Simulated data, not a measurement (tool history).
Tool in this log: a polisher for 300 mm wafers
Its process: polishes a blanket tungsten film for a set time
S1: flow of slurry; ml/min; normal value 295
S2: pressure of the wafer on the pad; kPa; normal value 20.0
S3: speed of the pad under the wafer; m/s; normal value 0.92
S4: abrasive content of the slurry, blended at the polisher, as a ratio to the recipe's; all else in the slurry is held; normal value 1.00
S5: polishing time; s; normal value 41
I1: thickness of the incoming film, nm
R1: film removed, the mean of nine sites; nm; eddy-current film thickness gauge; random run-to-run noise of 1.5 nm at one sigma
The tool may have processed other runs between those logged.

| run | hour | S1 | S2 | S3 | S4 | S5 | I1 | R1 |
|---|---|---|---|---|---|---|---|---|
| 1 | 0.0 | 295 | 20.0 | 0.92 | 1.00 | 41 | 747.2 | 116.5 |
|  | 12.0 | slurry blender recalibrated |
|  | 16.9 | slurry tank refilled with fresh slurry and peroxide |
| 2 | 30.0 | 295 | 20.0 | 0.92 | 1.00 | 41 | 729.5 | 132.8 |
| 3 | 42.2 | 295 | 20.0 | 0.92 | 1.00 | 41 | 730.2 | 134.6 |
| 4 | 57.7 | 295 | 20.0 | 0.92 | 1.00 | 41 | 737.8 | 131.6 |
| 5 | 73.1 | 295 | 20.0 | 1.10 | 1.00 | 41 | 735.1 | 147.7 |
|  | 103.0 | worn pad replaced by a new one |
| 6 | 106.7 | 295 | 20.0 | 1.10 | 1.00 | 41 | 741.0 | 140.8 |
|  | 113.8 | slurry blender recalibrated |
| 7 | 122.0 | 295 | 24.8 | 0.92 | 1.00 | 41 | 729.2 | 165.2 |
| 8 | 139.4 | 295 | 24.8 | 0.92 | 1.00 | 41 | 731.5 | 162.3 |
|  | 152.8 | slurry tank refilled with fresh slurry and peroxide |
| 9 | 174.8 | 295 | 24.8 | 0.92 | 1.00 | 41 | 741.7 | 160.3 |
| 10 | 203.3 | 375 | 20.0 | 0.92 | 1.00 | 41 | 725.5 | 128.0 |
|  | 210.4 | slurry blender recalibrated |
|  | 226.3 | worn pad replaced by a new one, of another model than before |
| 11 | 229.6 | 295 | 20.0 | 0.92 | 1.00 | 41 | 748.5 | 134.8 |
| 12 | 265.6 | 295 | 23.4 | 0.92 | 0.85 | 41 | 739.1 | 136.7 |
|  | 269.8 | slurry nozzle cleaned |
|  | 280.5 | slurry tank refilled with fresh slurry and peroxide |
| 13 | 281.2 | 295 | 15.2 | 1.12 | 1.00 | 33 | 731.2 | 108.3 |
| 14 | 304.4 | 295 | 20.0 | 0.92 | 1.00 | 31 | 747.0 | 95.9 |
|  | 330.8 | slurry blender recalibrated |
| 15 | 335.2 | 295 | 20.0 | 0.92 | 1.00 | 41 | 742.6 | 137.6 |
|  | 349.9 | worn pad replaced by a new one |
| 16 | 350.4 | 295 | 17.2 | 0.70 | 0.75 | 49 | 733.7 | 102.1 |
|  | 354.3 | head pressure recalibrated |
|  | 389.3 | slurry tank refilled with fresh slurry and peroxide |
|  | 442.9 | slurry blender recalibrated |
| 17 | 443.4 | 295 | 24.8 | 0.70 | 1.10 | 41 | 726.1 | 121.1 |
| 18 | 454.9 | 295 | 22.1 | 0.64 | 1.00 | 50 | 739.3 | 120.1 |
|  | 478.6 | worn pad replaced by a new one |
| 19 | 479.1 | 295 | 20.0 | 0.72 | 1.00 | 41 | 748.9 | 105.7 |

Branching from run 19: 5 alternative next runs. What would each branch give?
| A | 479.5 | 245 | 20.0 | 0.92 | 1.00 | 41 | 734.4 | ? |
| B | 479.5 | 295 | 13.8 | 0.78 | 1.00 | 41 | 734.4 | ? |
| C | 479.5 | 245 | 20.0 | 0.92 | 0.80 | 41 | 734.4 | ? |
| D | 479.5 | 350 | 20.0 | 0.92 | 0.80 | 48 | 734.4 | ? |
| E | 479.5 | 295 | 13.8 | 1.24 | 1.00 | 46 | 734.4 | ? |

| run | R1 |
|---|---|
| A | 131.1 |
| B | 93.3 |
| C | 120.7 |
| D | 148.2 |
| E | 166.5 |
Had the tool no hidden state, the same runs would have come out as:
| run | R1 |
|---|---|
| A | 133.5 |
| B | 95.0 |
| C | 122.8 |
| D | 150.7 |
| E | 169.4 |
